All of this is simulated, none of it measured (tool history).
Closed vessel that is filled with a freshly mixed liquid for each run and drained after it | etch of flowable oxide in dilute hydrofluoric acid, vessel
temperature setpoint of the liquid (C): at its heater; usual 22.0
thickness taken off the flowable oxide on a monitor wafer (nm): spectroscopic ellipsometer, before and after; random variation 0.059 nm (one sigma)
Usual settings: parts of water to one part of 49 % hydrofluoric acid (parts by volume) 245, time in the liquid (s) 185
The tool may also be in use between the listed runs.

| run | hour | temperature setpoint of the liquid (C) | parts of water to one part of 49 % hydrofluoric acid (parts by volume) | time in the liquid (s) | read-back film thickness of the flowable oxide reference wafer, read on the same gauge (nm) | thickness taken off the flowable oxide on a monitor wafer (nm) |
|---|---|---|---|---|---|---|
| 1 | 0.0 | 22.0 | 245 | 185 | 30.00 | 19.76 |
| 2 | 52.8 | 22.0 | 245 | 160 | 30.00 | 17.05 |
| 3 | 111.3 | 22.0 | 245 | 160 | 30.01 | 17.07 |
| 4 | 175.7 | 19.0 | 245 | 185 | 29.99 | 17.78 |
| 5 | 215.2 | 22.0 | 245 | 185 | 30.01 | 19.82 |
| 6 | 245.1 | 22.0 | 245 | 155 | 30.00 | 16.57 |
| 7 | 306.5 | 24.5 | 245 | 185 | 29.99 | 21.79 |
| 8 | 352.2 | 22.0 | 325 | 185 | 29.99 | 13.87 |
| 9 | 414.3 | 22.0 | 325 | 185 | 30.00 | 13.81 |
| 10 | 439.9 | 22.0 | 245 | 185 | 29.99 | 19.91 |
|  | 444.5 | hydrofluoric acid flow meter replaced |
| 11 | 474.1 | 22.0 | 245 | 185 | 29.98 | 19.94 |
| 12 | 513.6 | 22.0 | 305 | 185 | 30.00 | 15.10 |
| 13 | 584.1 | 22.0 | 305 | 185 | 30.01 | 15.18 |
|  | 615.5 | thermometer replaced |
| 14 | 632.9 | 22.0 | 245 | 185 | 29.98 | 19.44 |
|  | 662.1 | gauge calibrated |
| 15 | 688.8 | 22.0 | 245 | 185 | 29.99 | 19.39 |
| 16 | 744.4 | 22.0 | 290 | 185 | 30.01 | 15.74 |
| 17 | 773.1 | 25.0 | 330 | 235 | 30.01 | 18.74 |
| 18 | 808.2 | 22.0 | 245 | 145 | 30.00 | 15.29 |
| 19 | 877.3 | 27.0 | 335 | 225 | 30.00 | 18.83 |
| 20 | 916.3 | 24.5 | 355 | 260 | 30.01 | 18.59 |
| 21 | 952.7 | 18.0 | 310 | 185 | 30.00 | 12.51 |
| 22 | 987.8 | 20.5 | 185 | 185 | 29.99 | 25.81 |
| 23 | 1014.6 | 22.0 | 290 | 130 | 30.00 | 11.13 |
| 24 | 1039.3 | 22.0 | 355 | 185 | 29.99 | 12.14 |
| 25 | 1108.2 | 22.0 | 245 | 185 | 29.99 | 19.54 |
| 26 | 1160.1 | 22.0 | 245 | 185 | 30.00 | 19.56 |
| 27 | 1196.9 | 19.0 | 175 | 150 | 30.00 | 21.28 |
| 28 | 1255.1 | 22.0 | 245 | 185 | 29.99 | 19.71 |
| 29 | 1317.0 | 19.0 | 245 | 185 | 30.01 | 17.59 |
| 30 | 1350.3 | 24.5 | 285 | 125 | 30.00 | 12.05 |
| 31 | 1479.9 | 24.5 | 140 | 240 | 29.99 | 55.23 |
| 32 | 1511.1 | 22.0 | 245 | 185 | 30.00 | 19.70 |

5 ways to go on from here, each from the tool as it stands after run 32. What would each give?
| A | 1511.8 | 22.0 | 245 | 285 | ? | ? |
| B | 1511.8 | 18.5 | 290 | 185 | ? | ? |
| C | 1511.8 | 24.0 | 155 | 120 | ? | ? |
| D | 1511.8 | 22.0 | 245 | 270 | ? | ? |
| E | 1511.8 | 18.5 | 345 | 130 | ? | ? |

| run | read-back film thickness of the flowable oxide reference wafer, read on the same gauge (nm) | thickness taken off the flowable oxide on a monitor wafer (nm) |
|---|---|---|
| A | 29.98 | 30.56 |
| B | 29.98 | 14.12 |
| C | 29.98 | 24.12 |
| D | 29.98 | 28.95 |
| E | 29.98 | 7.96 |
Without the tool's hidden state the same runs would have given:
| run | thickness taken off the flowable oxide on a monitor wafer (nm) |
|---|---|
| A | 29.88 |
| B | 13.81 |
| C | 23.56 |
| D | 28.31 |
| E | 7.78 |
